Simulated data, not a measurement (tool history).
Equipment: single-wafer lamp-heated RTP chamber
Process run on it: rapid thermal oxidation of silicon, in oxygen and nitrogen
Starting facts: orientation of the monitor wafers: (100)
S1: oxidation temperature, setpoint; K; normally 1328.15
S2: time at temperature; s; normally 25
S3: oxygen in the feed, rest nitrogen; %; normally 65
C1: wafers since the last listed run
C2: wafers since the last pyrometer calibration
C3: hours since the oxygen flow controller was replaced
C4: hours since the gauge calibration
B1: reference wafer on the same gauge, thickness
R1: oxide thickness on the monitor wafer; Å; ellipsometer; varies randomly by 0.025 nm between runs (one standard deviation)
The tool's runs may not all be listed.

{"run": 1, "hour": 0.0, "S1": 1328.15, "S2": 25, "S3": 65, "C1": 0, "C2": 5634, "C3": 1926.1, "C4": 785.4, "B1": 3.962, "R1": 48.73}
{"run": 2, "hour": 55.6, "S1": 1328.15, "S2": 25, "S3": 65, "C1": 686, "C2": 6320, "C3": 1981.7, "C4": 841.0, "B1": 3.968, "R1": 48.54}
{"hour": 103.5, "done": "gauge calibrated"}
{"hour": 191.5, "done": "pyrometer window cleaned and pyrometer calibrated"}
{"run": 3, "hour": 304.7, "S1": 1328.15, "S2": 25, "S3": 65, "C1": 2974, "C2": 1397, "C3": 2230.8, "C4": 201.2, "B1": 3.971, "R1": 49.0}
{"run": 4, "hour": 369.9, "S1": 1328.15, "S2": 31, "S3": 65, "C1": 804, "C2": 2201, "C3": 2296.0, "C4": 266.4, "B1": 3.972, "R1": 52.8}
{"run": 5, "hour": 429.5, "S1": 1328.15, "S2": 25, "S3": 77, "C1": 735, "C2": 2936, "C3": 2355.6, "C4": 326.0, "B1": 3.964, "R1": 51.05}
{"run": 6, "hour": 646.8, "S1": 1328.15, "S2": 25, "S3": 77, "C1": 2681, "C2": 5618, "C3": 2572.9, "C4": 543.3, "B1": 3.976, "R1": 51.12}
{"hour": 721.7, "done": "oxygen flow controller replaced"}
{"run": 7, "hour": 750.1, "S1": 1328.15, "S2": 25, "S3": 65, "C1": 1175, "C2": 6794, "C3": 28.4, "C4": 646.6, "B1": 3.976, "R1": 48.76}
{"hour": 801.2, "done": "pyrometer window cleaned and pyrometer calibrated"}
{"run": 8, "hour": 847.9, "S1": 1344.15, "S2": 35, "S3": 65, "C1": 1108, "C2": 576, "C3": 126.2, "C4": 744.4, "B1": 3.984, "R1": 62.34}
{"hour": 895.3, "done": "gauge calibrated"}
{"run": 9, "hour": 953.3, "S1": 1344.15, "S2": 35, "S3": 65, "C1": 1300, "C2": 1876, "C3": 231.6, "C4": 58.0, "B1": 3.982, "R1": 62.46}

What does the tool deliver on the next run?
{"run": 10, "hour": 1028.8, "S1": 1328.15, "S2": 25, "S3": 47, "C1": 931, "C2": 2808, "C3": 307.1, "C4": 133.5, "B1": "?", "R1": "?"}

{"run 10": {"B1": 3.971, "R1": 43.51}}
The same run, on a tool lacking any hidden state, would have yielded R1 43.51 Å.

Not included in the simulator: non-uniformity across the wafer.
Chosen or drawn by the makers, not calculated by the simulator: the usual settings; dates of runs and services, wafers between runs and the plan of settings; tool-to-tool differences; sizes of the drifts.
